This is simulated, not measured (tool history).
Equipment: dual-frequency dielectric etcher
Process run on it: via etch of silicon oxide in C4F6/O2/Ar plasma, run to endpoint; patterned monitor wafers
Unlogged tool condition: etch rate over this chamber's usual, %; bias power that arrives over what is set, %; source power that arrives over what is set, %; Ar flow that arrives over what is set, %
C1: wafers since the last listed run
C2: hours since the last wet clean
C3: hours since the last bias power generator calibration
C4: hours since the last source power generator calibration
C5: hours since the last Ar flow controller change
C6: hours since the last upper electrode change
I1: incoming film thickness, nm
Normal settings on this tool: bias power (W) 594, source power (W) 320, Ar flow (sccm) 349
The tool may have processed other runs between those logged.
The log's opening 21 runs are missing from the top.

run 22 hour=715.4 | bias_power_(W)=684 source_power_(W)=280 Ar_flow_(sccm)=314 | C1=1506 C2=245.6 C3=188.3 C4=719.1 C5=589.4 C6=585.8 | I1=79.2 | endpoint_time_(s)=18.0
run 23 hour=733.7 | bias_power_(W)=594 source_power_(W)=320 Ar_flow_(sccm)=349 | C1=338 C2=263.9 C3=206.6 C4=737.4 C5=607.7 C6=604.1 | I1=79.5 | endpoint_time_(s)=18.6
run 24 hour=756.2 | bias_power_(W)=594 source_power_(W)=320 Ar_flow_(sccm)=349 | C1=416 C2=286.4 C3=229.1 C4=759.9 C5=630.2 C6=626.6 | I1=79.4 | endpoint_time_(s)=18.4
run 25 hour=770.5 | bias_power_(W)=474 source_power_(W)=300 Ar_flow_(sccm)=400 | C1=264 C2=300.7 C3=243.4 C4=774.2 C5=644.5 C6=640.9 | I1=78.6 | endpoint_time_(s)=22.4
run 26 hour=796.6 | bias_power_(W)=489 source_power_(W)=270 Ar_flow_(sccm)=316 | C1=483 C2=326.8 C3=269.5 C4=800.3 C5=670.6 C6=667.0 | I1=78.8 | endpoint_time_(s)=22.7
run 27 hour=816.7 | bias_power_(W)=594 source_power_(W)=380 Ar_flow_(sccm)=325 | C1=372 C2=346.9 C3=289.6 C4=820.4 C5=690.7 C6=687.1 | I1=78.8 | endpoint_time_(s)=16.4
run 28 hour=833.0 | bias_power_(W)=594 source_power_(W)=320 Ar_flow_(sccm)=349 | C1=301 C2=363.2 C3=305.9 C4=836.7 C5=707.0 C6=703.4 | I1=78.9 | endpoint_time_(s)=18.4
run 29 hour=859.5 | bias_power_(W)=594 source_power_(W)=320 Ar_flow_(sccm)=380 | C1=490 C2=389.7 C3=332.4 C4=863.2 C5=733.5 C6=729.9 | I1=79.0 | endpoint_time_(s)=18.5
-- hour=900.4 wet clean of the chamber
run 30 hour=900.9 | bias_power_(W)=594 source_power_(W)=320 Ar_flow_(sccm)=272 | C1=322 C2=0.5 C3=373.8 C4=904.6 C5=774.9 C6=771.3 | I1=79.7 | endpoint_time_(s)=18.4

Below are 3 alternative next runs, each starting from the tool's condition after run 30. Predict each:
run A hour=901.3 | bias_power_(W)=594 source_power_(W)=320 Ar_flow_(sccm)=349 | C1=7 C2=0.9 C3=374.2 C4=905.0 C5=775.3 C6=771.7 | I1=78.9 | endpoint_time_(s)=?
run B hour=901.3 | bias_power_(W)=594 source_power_(W)=240 Ar_flow_(sccm)=349 | C1=7 C2=0.9 C3=374.2 C4=905.0 C5=775.3 C6=771.7 | I1=78.9 | endpoint_time_(s)=?
run C hour=901.3 | bias_power_(W)=538 source_power_(W)=350 Ar_flow_(sccm)=414 | C1=7 C2=0.9 C3=374.2 C4=905.0 C5=775.3 C6=771.7 | I1=78.9 | endpoint_time_(s)=?

run=A endpoint_time_(s)=19.0
run=B endpoint_time_(s)=21.7
run=C endpoint_time_(s)=20.0
Take away the tool's hidden state, keep each run's random variation, and the runs would have read:
run=A endpoint_time_(s)=19.1
run=B endpoint_time_(s)=21.8
run=C endpoint_time_(s)=20.1
